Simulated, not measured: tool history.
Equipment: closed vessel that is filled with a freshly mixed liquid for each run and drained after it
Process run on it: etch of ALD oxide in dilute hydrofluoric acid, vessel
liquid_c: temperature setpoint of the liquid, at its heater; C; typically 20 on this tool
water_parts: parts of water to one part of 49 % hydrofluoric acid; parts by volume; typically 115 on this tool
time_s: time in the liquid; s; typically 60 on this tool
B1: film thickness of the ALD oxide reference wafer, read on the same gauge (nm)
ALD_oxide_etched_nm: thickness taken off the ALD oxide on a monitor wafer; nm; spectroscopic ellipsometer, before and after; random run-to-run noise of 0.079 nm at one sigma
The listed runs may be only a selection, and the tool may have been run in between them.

run 1 hour=0 | liquid_c=20 water_parts=115 time_s=35 | B1=63.96 | ALD_oxide_etched_nm=5.22
run 2 hour=103.7 | liquid_c=23 water_parts=115 time_s=40 | B1=64.16 | ALD_oxide_etched_nm=6.76
run 3 hour=184.6 | liquid_c=23 water_parts=115 time_s=40 | B1=64.26 | ALD_oxide_etched_nm=6.7
run 4 hour=238.2 | liquid_c=23 water_parts=115 time_s=40 | B1=64.34 | ALD_oxide_etched_nm=6.81
run 5 hour=281.9 | liquid_c=22.5 water_parts=115 time_s=60 | B1=64.4 | ALD_oxide_etched_nm=10
run 6 hour=325.3 | liquid_c=22.5 water_parts=115 time_s=60 | B1=64.45 | ALD_oxide_etched_nm=10.14
run 7 hour=405.3 | liquid_c=18.5 water_parts=115 time_s=60 | B1=64.51 | ALD_oxide_etched_nm=8.73
run 8 hour=473.5 | liquid_c=18.5 water_parts=80 time_s=60 | B1=64.61 | ALD_oxide_etched_nm=12.84
run 9 hour=520.3 | liquid_c=21.5 water_parts=115 time_s=60 | B1=64.64 | ALD_oxide_etched_nm=9.74
run 10 hour=626.2 | liquid_c=21.5 water_parts=115 time_s=60 | B1=64.72 | ALD_oxide_etched_nm=9.55
run 11 hour=685.8 | liquid_c=21.5 water_parts=115 time_s=60 | B1=64.76 | ALD_oxide_etched_nm=9.65
run 12 hour=749.4 | liquid_c=23 water_parts=115 time_s=60 | B1=64.82 | ALD_oxide_etched_nm=10.37
run 13 hour=798 | liquid_c=23 water_parts=115 time_s=60 | B1=64.81 | ALD_oxide_etched_nm=10.37
run 14 hour=858.4 | liquid_c=20 water_parts=115 time_s=60 | B1=64.88 | ALD_oxide_etched_nm=9.04
run 15 hour=926.2 | liquid_c=18.5 water_parts=135 time_s=60 | B1=64.9 | ALD_oxide_etched_nm=7.13
run 16 hour=965.2 | liquid_c=18 water_parts=150 time_s=75 | B1=64.91 | ALD_oxide_etched_nm=7.94
run 17 hour=1061.4 | liquid_c=17 water_parts=115 time_s=80 | B1=65.02 | ALD_oxide_etched_nm=10.69
run 18 hour=1119.2 | liquid_c=18.5 water_parts=115 time_s=35 | B1=65.02 | ALD_oxide_etched_nm=5.04
run 19 hour=1432.2 | liquid_c=17 water_parts=115 time_s=80 | B1=65.1 | ALD_oxide_etched_nm=10.67
run 20 hour=1520.4 | liquid_c=20 water_parts=165 time_s=70 | B1=65.18 | ALD_oxide_etched_nm=7.16
run 21 hour=1590.3 | liquid_c=20 water_parts=170 time_s=60 | B1=65.18 | ALD_oxide_etched_nm=5.77
run 22 hour=1688.6 | liquid_c=20 water_parts=115 time_s=60 | B1=60.14 | ALD_oxide_etched_nm=8.49
run 23 hour=1789.9 | liquid_c=17 water_parts=85 time_s=50 | B1=60.65 | ALD_oxide_etched_nm=8.73
run 24 hour=1886.9 | liquid_c=18.5 water_parts=115 time_s=85 | B1=61.07 | ALD_oxide_etched_nm=11.16
run 25 hour=1950.3 | liquid_c=20 water_parts=115 time_s=60 | B1=61.28 | ALD_oxide_etched_nm=8.68
run 26 hour=1996.1 | liquid_c=17 water_parts=145 time_s=60 | B1=61.46 | ALD_oxide_etched_nm=5.89
run 27 hour=2084.9 | liquid_c=20 water_parts=115 time_s=60 | B1=61.74 | ALD_oxide_etched_nm=8.66
run 28 hour=2159.5 | liquid_c=17.5 water_parts=150 time_s=40 | B1=61.97 | ALD_oxide_etched_nm=3.85

Between the runs listed above, the log contained 3 entries, not reproduced here. Where in the sequence does each belong, and how does what the log doesn't record of the tool's condition differ from the listed run before to the listed run after?
Runs 13 to 14: hydrofluoric acid flow meter replaced (hour 808.3)
  gauge reads high (%): 8.08 -> 8.14
  what was measured, less what the result would be without the hidden state, ALD_oxide_etched_nm: +0.77 -> +0.69 nm
Runs 19 to 20: thermometer replaced (hour 1445.7)
  gauge reads high (%): 8.56 -> 8.6
  what was measured, less what the result would be without the hidden state, ALD_oxide_etched_nm: +0.84 -> +0.57 nm
Runs 21 to 22: gauge calibrated (hour 1631.3)
  gauge reads high (%): 8.63 -> 0.256
  what was measured, less what the result would be without the hidden state, ALD_oxide_etched_nm: +0.46 -> +0.02 nm
